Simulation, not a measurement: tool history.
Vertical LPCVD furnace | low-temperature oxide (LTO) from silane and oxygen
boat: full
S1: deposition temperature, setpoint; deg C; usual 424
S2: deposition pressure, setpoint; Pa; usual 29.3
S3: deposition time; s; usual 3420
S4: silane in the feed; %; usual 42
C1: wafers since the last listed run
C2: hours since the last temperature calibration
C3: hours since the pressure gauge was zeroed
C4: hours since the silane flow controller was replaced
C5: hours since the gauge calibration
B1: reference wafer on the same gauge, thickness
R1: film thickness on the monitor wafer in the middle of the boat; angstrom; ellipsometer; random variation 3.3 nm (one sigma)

run,hour,S1,S2,S3,S4,C1,C2,C3,C4,C5,B1,R1
1,0.0,424,29.3,3420,42,0,68.6,106.6,2161.8,81.8,809.94,7054.1
2,52.1,424,29.3,3420,42,598,120.7,158.7,2213.9,133.9,811.14,7069.1
3,125.9,424,29.3,3420,42,847,194.5,232.5,2287.7,207.7,811.72,7078.0
4,199.7,424,29.3,3990,42,847,268.3,306.3,2361.5,281.5,809.48,8272.8
5,283.3,424,29.3,3990,42,960,351.9,389.9,2445.1,365.1,810.74,8343.7
6,339.1,424,29.3,3420,38,640,407.7,445.7,2500.9,420.9,810.95,6466.8
7,416.5,424,29.3,3420,42,888,485.1,523.1,2578.3,498.3,811.52,7187.3
8,667.3,424,29.3,3420,42,2880,735.9,773.9,2829.1,749.1,809.45,7285.6
9,760.6,424,29.3,3420,42,1071,829.2,867.2,2922.4,842.4,810.31,7209.8
10,864.0,424,29.3,3420,42,1187,932.6,970.6,3025.8,945.8,811.24,7301.2
11,946.6,424,29.3,3420,42,948,1015.2,1053.2,3108.4,1028.4,810.52,7290.5
12,1043.4,424,29.3,3420,42,1111,1112.0,1150.0,3205.2,1125.2,811.59,7264.1
13,1131.7,424,29.3,3420,42,1014,1200.3,1238.3,3293.5,1213.5,809.94,7321.3
14,1357.9,424,29.3,3420,42,2597,1426.5,1464.5,3519.7,1439.7,810.35,7379.7
15,1438.6,424,29.3,3420,42,926,1507.2,1545.2,3600.4,1520.4,811.20,7346.5
16,1524.1,424,29.3,3420,42,981,1592.7,1630.7,3685.9,1605.9,811.60,7367.1
17,1560.4,424,29.3,3420,42,416,1629.0,1667.0,3722.2,1642.2,810.53,7323.9
# hour 1624.0: thermocouples replaced and temperature profile calibrated
18,1624.5,424,26.0,2490,42,460,0.5,1731.1,3786.3,1706.3,811.42,4822.8
# hour 1807.3: silane flow controller replaced
# hour 1880.4: gauge calibrated
19,1916.1,424,33.3,3990,42,3073,292.1,2022.7,108.8,35.7,812.46,9500.6
# hour 2020.0: pressure gauge zeroed
20,2020.5,424,26.0,4770,46,923,396.5,0.5,213.2,140.1,811.18,9358.7
21,2268.0,424,29.3,2340,34,2842,644.0,248.0,460.7,387.6,812.88,3764.3
22,2365.8,424,29.3,3420,42,1123,741.8,345.8,558.5,485.4,810.48,7149.5
23,2436.2,424,29.3,2400,42,808,812.2,416.2,628.9,555.8,811.88,4962.5
24,2533.0,424,29.3,3420,42,1111,909.0,513.0,725.7,652.6,812.38,7102.4
25,2610.2,424,35.3,2160,42,886,986.2,590.2,802.9,729.8,811.57,5396.3
26,2697.2,424,29.3,3420,42,999,1073.2,677.2,889.9,816.8,809.48,7268.8
27,2747.4,435,29.3,3870,39,576,1123.4,727.4,940.1,867.0,809.82,8397.0
28,2848.4,424,22.0,2310,42,1159,1224.4,828.4,1041.1,968.0,810.10,3675.8
29,2895.3,424,29.3,3420,34,538,1271.3,875.3,1088.0,1014.9,810.97,5706.8
30,2972.5,424,22.7,2910,42,886,1348.5,952.5,1165.2,1092.1,811.26,4850.8
# hour 3014.9: thermocouples replaced and temperature profile calibrated
31,3053.2,424,26.7,2220,38,651,38.3,1033.2,1245.9,1172.8,810.83,3884.9

Some steps in R1 between neighbouring runs. How much of each would the tool show without its hidden state too (settings, what came in, random variation), and how much is left for the hidden state, with any gauge scatter that isn't in both results?
The hidden state here: true tube temperature minus thermocouple reading, K; true pressure minus gauge reading, mTorr; deviation of the silane flow from its setpoint, %; gauge reads high (%).
Run 17 -> 18: S2 29.3 -> 26.0, S3 3420 -> 2490, thermocouples replaced and temperature profile calibrated. R1 -2501.1 angstrom: hidden state -134.1, all else -2367.0.
Run 18 -> 19: S2 26.0 -> 33.3, S3 2490 -> 3990, silane flow controller replaced, gauge calibrated. R1 +4677.8 angstrom: hidden state +55.7, all else +4622.1.
Run 19 -> 20: S2 33.3 -> 26.0, S3 3990 -> 4770, S4 42 -> 46, pressure gauge zeroed. R1 -141.9 angstrom: hidden state -314.8, all else +172.9.
Run 20 -> 21: S2 26.0 -> 29.3, S3 4770 -> 2340, S4 46 -> 34. R1 -5594.4 angstrom: hidden state +14.3, all else -5608.7.
Run 27 -> 28: S1 435 -> 424, S2 29.3 -> 22.0, S3 3870 -> 2310, S4 39 -> 42. R1 -4721.2 angstrom: hidden state -158.2, all else -4563.0.
